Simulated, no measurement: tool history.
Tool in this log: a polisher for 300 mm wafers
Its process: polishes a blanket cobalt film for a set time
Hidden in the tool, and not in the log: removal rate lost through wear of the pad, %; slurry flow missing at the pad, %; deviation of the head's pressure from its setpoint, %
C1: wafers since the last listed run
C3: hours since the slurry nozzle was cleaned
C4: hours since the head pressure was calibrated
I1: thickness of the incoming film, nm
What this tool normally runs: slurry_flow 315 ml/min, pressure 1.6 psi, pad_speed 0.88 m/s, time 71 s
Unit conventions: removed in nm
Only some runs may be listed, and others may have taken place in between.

run 1 hour=0.0 | slurry_flow=315 pressure=1.6 pad_speed=0.88 time=71 | C1=0 wafers_polished_on_this_pad=1924 C3=317.0 C4=715.6 | I1=1021.6 | removed=186.5
run 2 hour=59.9 | slurry_flow=315 pressure=1.6 pad_speed=0.88 time=71 | C1=492 wafers_polished_on_this_pad=2417 C3=376.9 C4=775.5 | I1=1014.5 | removed=186.4
-- hour=91.9 worn pad replaced by a new one
-- hour=177.6 slurry nozzle cleaned
run 3 hour=315.8 | slurry_flow=315 pressure=1.6 pad_speed=0.88 time=71 | C1=2062 wafers_polished_on_this_pad=1832 C3=138.2 C4=1031.4 | I1=1021.3 | removed=186.9
run 4 hour=379.1 | slurry_flow=315 pressure=1.6 pad_speed=0.88 time=71 | C1=520 wafers_polished_on_this_pad=2352 C3=201.5 C4=1094.7 | I1=1019.1 | removed=184.7
-- hour=418.1 worn pad replaced by a new one
run 5 hour=441.4 | slurry_flow=315 pressure=1.4 pad_speed=0.88 time=71 | C1=479 wafers_polished_on_this_pad=191 C3=263.8 C4=1157.0 | I1=1016.1 | removed=189.8
run 6 hour=477.7 | slurry_flow=390 pressure=1.6 pad_speed=0.88 time=78 | C1=298 wafers_polished_on_this_pad=489 C3=300.1 C4=1193.3 | I1=998.2 | removed=223.3
-- hour=523.9 head pressure recalibrated
run 7 hour=524.4 | slurry_flow=390 pressure=1.6 pad_speed=0.88 time=78 | C1=367 wafers_polished_on_this_pad=857 C3=346.8 C4=0.5 | I1=1013.3 | removed=213.0
run 8 hour=623.4 | slurry_flow=315 pressure=1.4 pad_speed=0.66 time=71 | C1=813 wafers_polished_on_this_pad=1671 C3=445.8 C4=99.5 | I1=1026.9 | removed=140.0
run 9 hour=682.3 | slurry_flow=315 pressure=1.4 pad_speed=0.66 time=71 | C1=484 wafers_polished_on_this_pad=2155 C3=504.7 C4=158.4 | I1=993.7 | removed=140.2
-- hour=697.8 worn pad replaced by a new one
-- hour=715.6 slurry nozzle cleaned
run 10 hour=764.1 | slurry_flow=315 pressure=1.4 pad_speed=0.66 time=71 | C1=631 wafers_polished_on_this_pad=536 C3=48.5 C4=240.2 | I1=998.3 | removed=143.1
run 11 hour=811.9 | slurry_flow=315 pressure=1.6 pad_speed=0.96 time=71 | C1=392 wafers_polished_on_this_pad=929 C3=96.3 C4=288.0 | I1=998.8 | removed=199.9
run 12 hour=883.5 | slurry_flow=315 pressure=1.6 pad_speed=0.96 time=71 | C1=588 wafers_polished_on_this_pad=1518 C3=167.9 C4=359.6 | I1=1019.1 | removed=197.9
run 13 hour=932.4 | slurry_flow=315 pressure=1.6 pad_speed=0.98 time=71 | C1=402 wafers_polished_on_this_pad=1920 C3=216.8 C4=408.5 | I1=995.2 | removed=206.0
run 14 hour=990.6 | slurry_flow=315 pressure=1.6 pad_speed=0.88 time=71 | C1=478 wafers_polished_on_this_pad=2398 C3=275.0 C4=466.7 | I1=1011.1 | removed=187.5

Run 15 is up next; what results do you expect?
run 15 hour=1027.6 | slurry_flow=275 pressure=1.2 pad_speed=0.70 time=91 | C1=304 wafers_polished_on_this_pad=2702 C3=312.0 C4=503.7 | I1=1003.2 | removed=?

removed: 162.1 nm
If the tool had no hidden condition, the same run with the same run-to-run variation would have returned removed 190.1 nm.
